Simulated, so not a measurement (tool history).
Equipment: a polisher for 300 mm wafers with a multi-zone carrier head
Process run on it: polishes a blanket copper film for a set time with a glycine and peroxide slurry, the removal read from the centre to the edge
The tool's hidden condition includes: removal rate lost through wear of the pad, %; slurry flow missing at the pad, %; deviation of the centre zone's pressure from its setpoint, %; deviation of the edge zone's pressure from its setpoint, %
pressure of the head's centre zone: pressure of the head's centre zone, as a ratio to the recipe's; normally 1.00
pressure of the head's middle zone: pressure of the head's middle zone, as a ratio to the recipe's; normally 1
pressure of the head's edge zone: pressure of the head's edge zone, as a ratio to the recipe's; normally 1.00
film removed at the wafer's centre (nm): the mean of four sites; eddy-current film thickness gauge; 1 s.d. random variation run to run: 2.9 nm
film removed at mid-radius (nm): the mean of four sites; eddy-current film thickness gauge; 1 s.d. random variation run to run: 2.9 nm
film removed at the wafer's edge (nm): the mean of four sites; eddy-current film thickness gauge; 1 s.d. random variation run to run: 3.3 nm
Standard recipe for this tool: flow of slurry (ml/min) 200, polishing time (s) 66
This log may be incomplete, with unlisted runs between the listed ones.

run   hour  flow of slurry (ml/min)  pressure of the head's centre zone  pressure of the head's middle zone  pressure of the head's edge zone  polishing time (s)  wafers since the last listed run  wafers polished on this pad  hours since the slurry nozzle was cleaned  hours since the centre zone pressure was calibrated  hours since the edge zone pressure was calibrated  hours since the carrier head's membrane was replaced  incoming thickness of the incoming film, nm  film removed at the wafer's centre (nm)  film removed at mid-radius (nm)  film removed at the wafer's edge (nm)
  1    0.0                      200                                0.93                                   1                              1.00                  66                                 0                          110                                      181.0                                                379.5                                              760.6                                                1163.7                                       1971.4                                    305.0                            324.2                                  321.9
  2   27.9                      200                                1.00                                   1                              1.00                  66                               341                          451                                      208.9                                                407.4                                              788.5                                                1191.6                                       1935.0                                    338.3                            327.2                                  318.1
  3   45.5                      200                                1.00                                   1                              1.00                  66                               215                          667                                      226.5                                                425.0                                              806.1                                                1209.2                                       1960.6                                    341.3                            327.4                                  321.1
  4   66.2                      200                                1.00                                   1                              1.00                  66                               253                          920                                      247.2                                                445.7                                              826.8                                                1229.9                                       1965.3                                    346.1                            322.1                                  323.1
      94.1  -- worn pad replaced by a new one
  5   94.6                      200                                1.00                                   1                              1.00                  66                               298                            6                                      275.6                                                474.1                                              855.2                                                1258.3                                       1950.1                                    341.0                            329.1                                  325.1
  6  113.0                      200                                1.00                                   1                              1.00                  66                               225                          231                                      294.0                                                492.5                                              873.6                                                1276.7                                       1960.5                                    346.7                            325.6                                  322.1
  7  145.4                      220                                1.00                                   1                              1.00                  66                               396                          627                                      326.4                                                524.9                                              906.0                                                1309.1                                       1951.4                                    350.3                            328.9                                  324.0
  8  157.8                      200                                1.00                                   1                              1.00                  66                               151                          779                                      338.8                                                537.3                                              918.4                                                1321.5                                       1916.7                                    351.2                            322.5                                  325.2
     175.9  -- edge zone pressure recalibrated
  9  182.0                      165                                1.00                                   1                              1.00                  66                               271                         1051                                      363.0                                                561.5                                                6.1                                                1345.7                                       1982.2                                    341.2                            321.8                                  319.5
     215.2  -- worn pad replaced by a new one
 10  215.7                      130                                1.00                                   1                              0.92                  76                               363                            5                                      396.7                                                595.2                                               39.8                                                1379.4                                       1933.5                                    387.7                            348.1                                  345.6
 11  234.8                      200                                0.89                                   1                              0.89                  87                               233                          239                                      415.8                                                614.3                                               58.9                                                1398.5                                       1936.6                                    420.4                            424.6                                  398.9
     240.1  -- slurry nozzle cleaned
 12  253.8                      200                                0.93                                   1                              1.00                  66                               220                          459                                       13.7                                                633.3                                               77.9                                                1417.5                                       1919.1                                    336.9                            331.4                                  328.0
 13  267.8                      200                                1.00                                   1                              1.00                  66                               171                          631                                       27.7                                                647.3                                               91.9                                                1431.5                                       1982.2                                    363.4                            326.5                                  324.1
 14  286.6                      260                                1.00                                   1                              1.07                  84                               230                          861                                       46.5                                                666.1                                              110.7                                                1450.3                                       1929.8                                    478.9                            423.3                                  441.1
 15  301.2                      200                                1.00                                   1                              1.00                  66                               178                         1039                                       61.1                                                680.7                                              125.3                                                1464.9                                       1935.1                                    365.8                            326.8                                  324.9
     312.1  -- worn pad replaced by a new one
     313.7  -- centre zone pressure recalibrated
 16  335.7                      200                                1.00                                   1                              1.00                  85                               352                          268                                       95.6                                                 22.0                                              159.8                                                1499.4                                       1909.3                                    417.4                            419.3                                  417.9
 17  350.0                      200                                1.00                                   1                              1.07                  66                               175                          443                                      109.9                                                 36.3                                              174.1                                                1513.7                                       1946.1                                    333.8                            322.9                                  334.8

Run 18, settings as shown, results not yet in. Your forecast:
     356.4  -- carrier head's membrane replaced by a new one
 18  372.2                      200                                1.00                                   1                              1.00                  87                               210                          654                                      132.1                                                 58.5                                              196.3                                                  15.8                                       1959.3                                        ?                                ?                                      ?

{"run 18": {"film removed at the wafer's centre (nm)": 428.7, "film removed at mid-radius (nm)": 423.6, "film removed at the wafer's edge (nm)": 427.4}}
The same run, on a tool lacking any hidden state, would have yielded film removed at the wafer's centre (nm) 425.8, film removed at mid-radius (nm) 423.6, film removed at the wafer's edge (nm) 427.4.
